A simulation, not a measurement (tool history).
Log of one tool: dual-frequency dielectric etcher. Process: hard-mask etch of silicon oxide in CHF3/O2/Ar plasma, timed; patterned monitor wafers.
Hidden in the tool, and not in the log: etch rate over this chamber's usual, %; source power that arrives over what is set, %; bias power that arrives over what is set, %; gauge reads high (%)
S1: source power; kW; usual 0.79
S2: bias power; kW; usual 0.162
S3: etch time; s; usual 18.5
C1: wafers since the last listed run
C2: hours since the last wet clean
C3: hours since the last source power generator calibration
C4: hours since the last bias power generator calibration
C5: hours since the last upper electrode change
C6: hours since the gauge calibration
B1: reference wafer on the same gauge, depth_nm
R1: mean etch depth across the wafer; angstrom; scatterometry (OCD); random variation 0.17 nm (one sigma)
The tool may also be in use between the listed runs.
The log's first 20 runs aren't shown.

run	hour	S1	S2	S3	C1	C2	C3	C4	C5	C6	B1	R1
21	255.8	0.73	0.202	24	122	68.4	1521.8	1697.5	1993.7	400.8	47.51	551.8
# hour 264.1: gauge calibrated
# hour 290.3: upper electrode replaced, of another model than before
22	290.8	0.61	0.135	18.5	200	103.4	1556.8	1732.5	0.5	26.7	47.46	369.7
23	291.1	0.79	0.162	23	5	103.7	1557.1	1732.8	0.8	27	47.5	516.4
24	296.9	0.79	0.149	14	105	109.5	1562.9	1738.6	6.6	32.8	47.52	305.9
# hour 313.2: source power generator calibrated
25	313.9	0.74	0.19	18.5	237	126.5	0.7	1755.6	23.6	49.8	47.47	435.3
# hour 329.9: bias power generator calibrated
26	330.8	0.72	0.135	15	235	143.4	17.6	0.9	40.5	66.7	47.46	311.9
27	338.4	0.93	0.128	18.5	138	151	25.2	8.5	48.1	74.3	47.52	400
28	344.4	0.79	0.132	13.5	109	157	31.2	14.5	54.1	80.3	47.49	284.7
29	396.4	0.74	0.2	17	948	209	83.2	66.5	106.1	132.3	47.47	410.5
30	406.3	0.79	0.162	18.5	180	218.9	93.1	76.4	116	142.2	47.48	417.9
31	414	0.88	0.162	23	140	226.6	100.8	84.1	123.7	149.9	47.5	537.5

3 ways to go on from here, each from the tool as it stands after run 31. What would each give?
A	414.4	0.61	0.162	18.5	7	227	101.2	84.5	124.1	150.3	?	?
B	414.4	0.86	0.126	15.5	7	227	101.2	84.5	124.1	150.3	?	?
C	414.4	0.79	0.144	18.5	7	227	101.2	84.5	124.1	150.3	?	?

run	B1	R1
A	47.5	395.4
B	47.5	329.2
C	47.5	402.8
Without the tool's hidden state the same runs would have given:
run	R1
A	388.7
B	323.7
C	396
